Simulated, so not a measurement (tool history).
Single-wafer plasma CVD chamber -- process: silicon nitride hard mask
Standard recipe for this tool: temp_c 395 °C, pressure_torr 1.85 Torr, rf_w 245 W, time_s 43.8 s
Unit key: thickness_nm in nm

run   hour  temp_c  pressure_torr  rf_w  time_s  wafers since the last listed run  hours since the last thermocouple change  hours since the last RF generator calibration  hours since the last manometer calibration  hours since the showerhead was replaced  hours since the gauge calibration  read-back reference wafer on the same gauge, thickness_nm  thickness_nm
  1      0     395           1.85   245    37.3                                 0                                    1710.9                                         1040.2                                      2291.5                                   4786.6                              528.5                                                     50.778        44.134
  2   21.8     395           1.85   285    43.8                               564                                    1732.7                                           1062                                      2313.3                                   4808.4                              550.3                                                      50.82        59.671
  3   36.1     395           1.85   285    43.8                               370                                      1747                                         1076.3                                      2327.6                                   4822.7                              564.6                                                     50.799        59.584
  4   68.9     395           1.85   245    43.8                               848                                    1779.8                                         1109.1                                      2360.4                                   4855.5                              597.4                                                     50.807        51.827
  5  103.4     403           1.85   245    43.8                               892                                    1814.3                                         1143.6                                      2394.9                                     4890                              631.9                                                      50.78        51.721
  6  123.8     395           1.85   245    43.8                               527                                    1834.7                                           1164                                      2415.3                                   4910.4                              652.3                                                     50.822        51.691
     135.6  -- showerhead replaced
  7  142.6     395           1.85   245    43.8                               279                                    1853.5                                         1182.8                                      2434.1                                        7                              671.1                                                     50.812        51.857
     152.1  -- RF generator calibrated
  8  173.2     395           1.85   245    43.8                               584                                    1884.1                                           21.1                                      2464.7                                     37.6                              701.7                                                     50.798        52.365
  9  187.9     395           1.85   230    43.8                               380                                    1898.8                                           35.8                                      2479.4                                     52.3                              716.4                                                     50.798        49.115
     210.6  -- gauge calibrated
 10  213.9     395           1.85   230    43.8                               672                                    1924.8                                           61.8                                      2505.4                                     78.3                                3.3                                                     50.782        49.068
 11  243.7     395           1.85   245    43.8                               771                                    1954.6                                           91.6                                      2535.2                                    108.1                               33.1                                                     50.777        52.163
 12  258.5     395           1.85   245    43.8                               383                                    1969.4                                          106.4                                        2550                                    122.9                               47.9                                                     50.804        52.267
 13  294.1     408           2.16   245    36.4                               921                                      2005                                            142                                      2585.6                                    158.5                               83.5                                                     50.778        44.398
 14  322.9     399           2.15   205    40.2                               745                                    2033.8                                          170.8                                      2614.4                                    187.3                              112.3                                                      50.81        40.839
 15  345.3     404           2.28   285    46.2                               579                                    2056.2                                          193.2                                      2636.8                                    209.7                              134.7                                                      50.82        65.787
     363.2  -- thermocouple changed; heater temperature recalibrated
 16  377.1     406           2.13   260    39.6                               615                                      13.9                                            225                                      2668.6                                    241.5                              166.5                                                     50.776        51.072
     412.6  -- capacitance manometer re-zeroed and calibrated
 17  413.1     395           1.85   245    43.8                               724                                      49.9                                            261                                         0.5                                    277.5                              202.5                                                     50.807        51.286
 18  420.1     395           2.27   245    39.7                               181                                      56.9                                            268                                         7.5                                    284.5                              209.5                                                     50.798        48.586
 19  455.1     395           1.85   245    43.8                               905                                      91.9                                            303                                        42.5                                    319.5                              244.5                                                     50.813        51.346
 20  478.4     395           1.85   245    51.7                               603                                     115.2                                          326.3                                        65.8                                    342.8                              267.8                                                     50.826        60.354
 21  495.7     395           1.85   245    43.8                               447                                     132.5                                          343.6                                        83.1                                    360.1                              285.1                                                      50.82        51.294
 22  522.5     395           1.85   245    43.8                               693                                     159.3                                          370.4                                       109.9                                    386.9                              311.9                                                     50.799        51.421
 23  551.1     395           1.54   280    43.8                               740                                     187.9                                            399                                       138.5                                    415.5                              340.5                                                     50.782        55.889
 24  580.7     395           1.85   245      48                               766                                     217.5                                          428.6                                       168.1                                    445.1                              370.1                                                     50.779        56.019
 25  607.7     395           1.85   245    43.8                               698                                     244.5                                          455.6                                       195.1                                    472.1                              397.1                                                     50.805        51.224
 26  633.4     395           1.85   245    43.8                               665                                     270.2                                          481.3                                       220.8                                    497.8                              422.8                                                     50.809        51.185
 27  645.4     408           1.85   245    49.5                               310                                     282.2                                          493.3                                       232.8                                    509.8                              434.8                                                     50.818        57.602
 28  675.4     395           2.31   225    43.8                               776                                     312.2                                          523.3                                       262.8                                    539.8                              464.8                                                     50.798        49.221
 29    703     395           1.67   245    43.8                               714                                     339.8                                          550.9                                       290.4                                    567.4                              492.4                                                     50.805        50.065
 30  715.4     386           2.28   295    43.8                               320                                     352.2                                          563.3                                       302.8                                    579.8                              504.8                                                     50.792        63.468

What if the next run were any one of these 3? Each begins from the tool's condition after run 30:
  A  715.8     395           1.85   245    41.3                                10                                     352.6                                          563.7                                       303.2                                    580.2                              505.2                                                          ?             ?
  B  715.8     395            1.6   245    43.8                                10                                     352.6                                          563.7                                       303.2                                    580.2                              505.2                                                          ?             ?
  C  715.8     395           2.21   220    43.8                                10                                     352.6                                          563.7                                       303.2                                    580.2                              505.2                                                          ?             ?

run  read-back reference wafer on the same gauge, thickness_nm  thickness_nm
  A                                                     50.795        48.152
  B                                                     50.795        49.541
  C                                                     50.795        47.422
Stripped of hidden state, with their random variation kept, the same runs would have yielded:
run  thickness_nm
  A        48.529
  B        49.928
  C        47.819
